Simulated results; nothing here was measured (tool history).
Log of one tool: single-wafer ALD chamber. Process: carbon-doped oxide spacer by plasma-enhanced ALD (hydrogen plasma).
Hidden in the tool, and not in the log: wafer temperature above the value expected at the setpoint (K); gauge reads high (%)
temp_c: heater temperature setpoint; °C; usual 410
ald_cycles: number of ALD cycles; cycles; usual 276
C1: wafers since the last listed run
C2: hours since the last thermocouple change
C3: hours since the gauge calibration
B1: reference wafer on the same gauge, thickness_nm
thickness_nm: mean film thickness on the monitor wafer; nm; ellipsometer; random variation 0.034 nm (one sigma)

Run 1, hour 0.0: usual settings; C1 0; C2 1248.8; C3 26.2; B1 16.209. Result: thickness_nm 13.456 nm.
Run 2, hour 9.5: usual settings; C1 16; C2 1258.3; C3 35.7; B1 16.188. Result: thickness_nm 13.502 nm.
Run 3, hour 23.1: usual settings; C1 23; C2 1271.9; C3 49.3; B1 16.200. Result: thickness_nm 13.478 nm.
Run 4, hour 36.9: usual settings; C1 24; C2 1285.7; C3 63.1; B1 16.191. Result: thickness_nm 13.516 nm.
Run 5, hour 43.9: usual settings; C1 12; C2 1292.7; C3 70.1; B1 16.221. Result: thickness_nm 13.595 nm.
Run 6, hour 54.8: usual settings but temp_c 407 °C; C1 19; C2 1303.6; C3 81.0; B1 16.198. Result: thickness_nm 13.581 nm.
Run 7, hour 72.3: usual settings; C1 30; C2 1321.1; C3 98.5; B1 16.192. Result: thickness_nm 13.583 nm.
Run 8, hour 89.7: usual settings but ald_cycles 245 cycles; C1 30; C2 1338.5; C3 115.9; B1 16.201. Result: thickness_nm 12.022 nm.
Run 9, hour 99.2: usual settings; C1 16; C2 1348.0; C3 125.4; B1 16.218. Result: thickness_nm 13.533 nm.
Run 10, hour 109.5: usual settings; C1 18; C2 1358.3; C3 135.7; B1 16.203. Result: thickness_nm 13.550 nm.
Run 11, hour 126.6: usual settings; C1 29; C2 1375.4; C3 152.8; B1 16.195. Result: thickness_nm 13.559 nm.
Run 12, hour 141.9: usual settings; C1 26; C2 1390.7; C3 168.1; B1 16.188. Result: thickness_nm 13.555 nm.
Run 13, hour 158.2: usual settings; C1 28; C2 1407.0; C3 184.4; B1 16.207. Result: thickness_nm 13.543 nm.
Run 14, hour 169.1: usual settings; C1 19; C2 1417.9; C3 195.3; B1 16.208. Result: thickness_nm 13.551 nm.
Run 15, hour 176.7: usual settings but temp_c 404 °C; C1 13; C2 1425.5; C3 202.9; B1 16.208. Result: thickness_nm 13.716 nm.
Run 16, hour 187.2: usual settings; C1 18; C2 1436.0; C3 213.4; B1 16.203. Result: thickness_nm 13.544 nm.
Run 17, hour 204.7: usual settings; C1 30; C2 1453.5; C3 230.9; B1 16.202. Result: thickness_nm 13.536 nm.
Run 18, hour 242.4: usual settings; C1 65; C2 1491.2; C3 268.6; B1 16.204. Result: thickness_nm 13.546 nm.
At hour 258.8: thermocouple changed; heater temperature recalibrated.
Run 19, hour 259.3: usual settings but temp_c 417 °C, ald_cycles 308 cycles; C1 15; C2 0.5; C3 285.5; B1 16.198. Result: thickness_nm 14.761 nm.
Run 20, hour 261.0: usual settings but ald_cycles 234 cycles; C1 2; C2 2.2; C3 287.2; B1 16.195. Result: thickness_nm 11.458 nm.
At hour 263.8: gauge calibrated.
Run 21, hour 277.3: usual settings; C1 28; C2 18.5; C3 13.5; B1 16.207. Result: thickness_nm 13.486 nm.
Run 22, hour 293.3: usual settings; C1 27; C2 34.5; C3 29.5; B1 16.210. Result: thickness_nm 13.517 nm.
Run 23, hour 310.1: usual settings but ald_cycles 295 cycles; C1 29; C2 51.3; C3 46.3; B1 16.208. Result: thickness_nm 14.461 nm.
Run 24, hour 324.2: usual settings but temp_c 405 °C, ald_cycles 299 cycles; C1 24; C2 65.4; C3 60.4; B1 16.195. Result: thickness_nm 14.854 nm.
Run 25, hour 333.2: usual settings but ald_cycles 313 cycles; C1 15; C2 74.4; C3 69.4; B1 16.198. Result: thickness_nm 15.320 nm.
Run 26, hour 339.8: usual settings but ald_cycles 235 cycles; C1 11; C2 81.0; C3 76.0; B1 16.195. Result: thickness_nm 11.468 nm.
Run 27, hour 350.5: usual settings but temp_c 424 °C, ald_cycles 242 cycles; C1 18; C2 91.7; C3 86.7; B1 16.205. Result: thickness_nm 11.343 nm.
Run 28, hour 359.6: usual settings but temp_c 417 °C, ald_cycles 231 cycles; C1 15; C2 100.8; C3 95.8; B1 16.189. Result: thickness_nm 11.135 nm.
Run 29, hour 377.1: usual settings but ald_cycles 316 cycles; C1 30; C2 118.3; C3 113.3; B1 16.212. Result: thickness_nm 15.498 nm.
Run 30, hour 393.6: usual settings but temp_c 425 °C, ald_cycles 231 cycles; C1 28; C2 134.8; C3 129.8; B1 16.210. Result: thickness_nm 10.767 nm.
Run 31, hour 399.6: usual settings; C1 10; C2 140.8; C3 135.8; B1 16.214. Result: thickness_nm 13.556 nm.
Run 32, hour 428.8: usual settings but temp_c 424 °C, ald_cycles 242 cycles; C1 51; C2 170.0; C3 165.0; B1 16.192. Result: thickness_nm 11.364 nm.
Run 33, hour 445.9: usual settings; C1 29; C2 187.1; C3 182.1; B1 16.192. Result: thickness_nm 13.553 nm.
Run 34, hour 473.0: usual settings but temp_c 400 °C, ald_cycles 299 cycles; C1 47; C2 214.2; C3 209.2; B1 16.192. Result: thickness_nm 15.095 nm.
Run 35, hour 482.1: usual settings; C1 15; C2 223.3; C3 218.3; B1 16.204. Result: thickness_nm 13.605 nm.

Hidden state at the last listed run before each entry between runs and at the first one after, where it differs:
Between runs 18 and 19: thermocouple changed; heater temperature recalibrated (hour 258.8)
  no hidden state differs between the two runs
Between runs 20 and 21: gauge calibrated (hour 263.8)
  no hidden state differs between the two runs

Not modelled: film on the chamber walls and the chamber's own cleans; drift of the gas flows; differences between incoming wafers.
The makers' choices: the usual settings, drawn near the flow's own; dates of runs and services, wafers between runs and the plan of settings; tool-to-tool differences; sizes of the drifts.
